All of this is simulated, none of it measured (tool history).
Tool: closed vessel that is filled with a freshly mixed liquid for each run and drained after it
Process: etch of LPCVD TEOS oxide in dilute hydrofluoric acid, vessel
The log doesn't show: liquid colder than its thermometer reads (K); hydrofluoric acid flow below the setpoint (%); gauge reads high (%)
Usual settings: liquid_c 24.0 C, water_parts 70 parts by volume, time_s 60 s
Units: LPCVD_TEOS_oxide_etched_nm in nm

run    hour  liquid_c  water_parts  time_s  wafers since the last listed run  hours since the thermometer was replaced  hours since the hydrofluoric acid flow meter was replaced  hours since the gauge calibration  read-back film thickness of the LPCVD TEOS oxide reference wafer, read on the same gauge (nm)  LPCVD_TEOS_oxide_etched_nm
  1     0.0      24.0           70      60                                 0                                     416.6                                                      441.6                              534.9                                                                                          79.99                       13.14
  2    64.2      22.0           70      60                              4363                                     480.8                                                      505.8                              599.1                                                                                          79.99                       11.94
  3    90.6      24.0           70      60                              1794                                     507.2                                                      532.2                              625.5                                                                                          80.00                       13.05
  4   157.6      24.0           70      60                              4554                                     574.2                                                      599.2                              692.5                                                                                          80.00                       13.06
  5   223.2      24.0           70      60                              4459                                     639.8                                                      664.8                              758.1                                                                                          80.02                       13.02
  6   258.6      24.0           70      60                              2406                                     675.2                                                      700.2                              793.5                                                                                          80.00                       12.71
  7   289.9      24.0           70      60                              2127                                     706.5                                                      731.5                              824.8                                                                                          79.99                       12.68
  8   318.1      24.0           70      70                              1916                                     734.7                                                      759.7                              853.0                                                                                          80.00                       14.86
  9   380.8      24.0           70      70                              4261                                     797.4                                                      822.4                              915.7                                                                                          80.01                       14.87
 10   426.1      26.5           45      60                              3079                                     842.7                                                      867.7                              961.0                                                                                          79.98                       22.36
 11   456.0      26.5           45      60                              2032                                     872.6                                                      897.6                              990.9                                                                                          80.00                       22.64
 12   508.9      26.5           45      60                              3595                                     925.5                                                      950.5                             1043.8                                                                                          79.97                       22.19
 13   577.8      24.0           70      60                              4683                                     994.4                                                     1019.4                             1112.7                                                                                          80.00                       12.35
      596.3  -- hydrofluoric acid flow meter replaced
 14   645.5      24.0           70      60                              4533                                    1062.1                                                       49.2                             1180.4                                                                                          80.01                       13.01
 15   701.2      24.0           70      60                              3786                                    1117.8                                                      104.9                             1236.1                                                                                          79.99                       13.04
 16   766.2      24.0           70      60                              4418                                    1182.8                                                      169.9                             1301.1                                                                                          80.02                       12.83
 17   837.0      24.0           70      60                              4812                                    1253.6                                                      240.7                             1371.9                                                                                          80.02                       12.85
 18   957.0      28.5           60      90                              8156                                    1373.6                                                      360.7                             1491.9                                                                                          80.00                       27.40
 19  1074.9      24.0           45      60                              8014                                    1491.5                                                      478.6                             1609.8                                                                                          80.03                       20.64
 20  1109.8      26.0           70      60                              2372                                    1526.4                                                      513.5                             1644.7                                                                                          79.99                       13.74
 21  1165.6      27.5           55      80                              3792                                    1582.2                                                      569.3                             1700.5                                                                                          79.99                       25.00
 22  1228.4      20.5          100      35                              4268                                    1645.0                                                      632.1                             1763.3                                                                                          79.97                        4.24
     1264.4  -- gauge calibrated
 23  1300.2      20.5           70      60                              4880                                    1716.8                                                      703.9                               35.8                                                                                          79.99                       10.67
 24  1333.8      24.0           85      60                              2283                                    1750.4                                                      737.5                               69.4                                                                                          80.00                       10.06
     1346.7  -- thermometer replaced
 25  1393.0      24.0           70      60                              3956                                      46.3                                                      796.7                              128.6                                                                                          80.00                       13.07
     1437.4  -- hydrofluoric acid flow meter replaced
 26  1454.3      22.5           55      30                              4098                                     107.6                                                       16.9                              189.9                                                                                          80.01                        8.25
 27  1487.2      21.5           95      60                              2236                                     140.5                                                       49.8                              222.8                                                                                          80.02                        8.71
 28  1543.1      20.5          100      35                              3799                                     196.4                                                      105.7                              278.7                                                                                          80.00                        4.59
 29  1596.9      24.0           70      60                              3656                                     250.2                                                      159.5                              332.5                                                                                          80.01                       13.39
 30  1638.4      24.0           70      40                              2820                                     291.7                                                      201.0                              374.0                                                                                          79.99                        8.85
 31  1698.3      26.5           70      60                              4071                                     351.6                                                      260.9                              433.9                                                                                          79.99                       14.52
 32  1740.0      24.0           70      85                              2834                                     393.3                                                      302.6                              475.6                                                                                          80.00                       18.95
 33  1783.8      19.0           80      30                              2977                                     437.1                                                      346.4                              519.4                                                                                          79.99                        4.70
 34  1832.1      24.0           70      60                              3283                                     485.4                                                      394.7                              567.7                                                                                          80.01                       13.22

Forecast each of these 3 alternatives for the next run:
  A  1832.8      27.5           70      60                                47                                     486.1                                                      395.4                              568.4                                                                                              ?                           ?
  B  1832.8      24.0           70      90                                47                                     486.1                                                      395.4                              568.4                                                                                              ?                           ?
  C  1832.8      24.0           90      45                                47                                     486.1                                                      395.4                              568.4                                                                                              ?                           ?

run  read-back film thickness of the LPCVD TEOS oxide reference wafer, read on the same gauge (nm)  LPCVD_TEOS_oxide_etched_nm
  A                                                                                          80.00                       15.17
  B                                                                                          80.00                       19.78
  C                                                                                          80.00                        7.50
Without the tool's hidden state the same runs would have given:
run  LPCVD_TEOS_oxide_etched_nm
  A                       15.81
  B                       20.63
  C                        7.82

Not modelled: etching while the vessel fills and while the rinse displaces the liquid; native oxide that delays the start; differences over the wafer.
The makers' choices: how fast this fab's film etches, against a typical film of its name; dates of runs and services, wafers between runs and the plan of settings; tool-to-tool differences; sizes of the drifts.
